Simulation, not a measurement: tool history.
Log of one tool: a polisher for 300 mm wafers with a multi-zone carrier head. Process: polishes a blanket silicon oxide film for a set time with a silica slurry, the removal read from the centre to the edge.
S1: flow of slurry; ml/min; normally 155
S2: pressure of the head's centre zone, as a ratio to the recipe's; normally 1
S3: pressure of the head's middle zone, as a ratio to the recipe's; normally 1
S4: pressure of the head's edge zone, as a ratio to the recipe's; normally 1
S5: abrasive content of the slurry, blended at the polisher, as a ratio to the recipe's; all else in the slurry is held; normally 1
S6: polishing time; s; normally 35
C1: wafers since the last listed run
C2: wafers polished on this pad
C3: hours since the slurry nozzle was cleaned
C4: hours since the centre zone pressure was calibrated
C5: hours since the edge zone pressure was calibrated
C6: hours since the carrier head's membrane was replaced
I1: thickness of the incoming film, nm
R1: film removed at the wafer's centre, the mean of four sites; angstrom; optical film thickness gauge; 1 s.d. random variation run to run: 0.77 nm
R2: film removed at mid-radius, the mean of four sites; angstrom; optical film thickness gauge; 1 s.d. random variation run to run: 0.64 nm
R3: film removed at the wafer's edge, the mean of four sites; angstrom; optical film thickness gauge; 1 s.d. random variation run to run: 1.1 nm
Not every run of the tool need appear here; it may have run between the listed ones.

run	hour	S1	S2	S3	S4	S5	S6	C1	C2	C3	C4	C5	C6	I1	R1	R2	R3
1	0	195	1	1	1	1	35	0	327	323	804.5	1245.2	1354	1569.2	868	865	863
2	50.8	195	1	1	1	1	35	398	725	373.8	855.3	1296	1404.8	1560.8	857	856	872
3	67.8	195	1	1	1	1	35	133	858	390.8	872.3	1313	1421.8	1531.4	845	873	865
# hour 78.3: worn pad replaced by a new one, of another model than before
4	80	180	1	1	1	1	35	64	13	403	884.5	1325.2	1434	1547.9	853	868	870
# hour 83.6: edge zone pressure recalibrated
5	89.1	155	1	1	1	1	35	55	69	412.1	893.6	5.5	1443.1	1565	821	842	841
6	100.6	155	1	0.93	1	1	35	90	159	423.6	905.1	17	1454.6	1552.7	826	795	841
7	118.3	155	1	1.08	1	1	35	138	297	441.3	922.8	34.7	1472.3	1538.5	818	902	841
8	127.9	155	1	1	1	1	35	75	373	450.9	932.4	44.3	1481.9	1546.2	828	846	864
# hour 133.8: centre zone pressure recalibrated
9	141.1	155	1	1	1	1	35	87	460	464.1	7.3	57.5	1495.1	1516.2	834	840	858
10	151.1	175	1	1	1.06	1	35	78	539	474.1	17.3	67.5	1505.1	1540.8	851	850	879
11	161.8	105	1	1.09	1	1	35	83	623	484.8	28	78.2	1515.8	1565.3	779	852	808
# hour 170.1: slurry nozzle cleaned
# hour 197.7: carrier head's membrane replaced by a new one
# hour 197.9: worn pad replaced by a new one
12	206.4	155	1	1	1	1	35	300	66	36.3	72.6	122.8	8.7	1543.3	872	881	866
13	221.8	155	0.9	1	1	0.85	35	120	187	51.7	88	138.2	24.1	1563.1	715	811	784
14	229.4	155	1	1	0.93	0.8	30	59	246	59.3	95.6	145.8	31.7	1579.9	672	674	630
15	236.4	155	1	1	1	1	35	54	301	66.3	102.6	152.8	38.7	1556.5	869	882	862
16	250.5	155	1	0.9	0.95	0.9	45	110	411	80.4	116.7	166.9	52.8	1536.6	1038	975	1029
17	259.6	155	1.07	1.08	1	1.25	24	71	483	89.5	125.8	176	61.9	1550.7	690	700	667

What if the next run were any one of these 5? Each begins from the tool's condition after run 17:
A	260	155	1	1	1	1	35	3	486	89.9	126.2	176.4	62.3	1552.6	?	?	?
B	260	110	1	1.11	1	1	35	3	486	89.9	126.2	176.4	62.3	1552.6	?	?	?
C	260	155	1.09	1	1	0.7	35	3	486	89.9	126.2	176.4	62.3	1552.6	?	?	?
D	260	155	1	1.07	0.91	0.7	35	3	486	89.9	126.2	176.4	62.3	1552.6	?	?	?
E	260	155	1.11	1.11	1	0.9	46	3	486	89.9	126.2	176.4	62.3	1552.6	?	?	?

run	R1	R2	R3
A	846	875	860
B	804	911	832
C	762	723	711
D	699	764	679
E	1173	1187	1071
Without the tool's hidden state the same runs would have given:
run	R1	R2	R3
A	866	894	873
B	828	934	847
C	781	739	722
D	716	780	690
E	1201	1212	1088

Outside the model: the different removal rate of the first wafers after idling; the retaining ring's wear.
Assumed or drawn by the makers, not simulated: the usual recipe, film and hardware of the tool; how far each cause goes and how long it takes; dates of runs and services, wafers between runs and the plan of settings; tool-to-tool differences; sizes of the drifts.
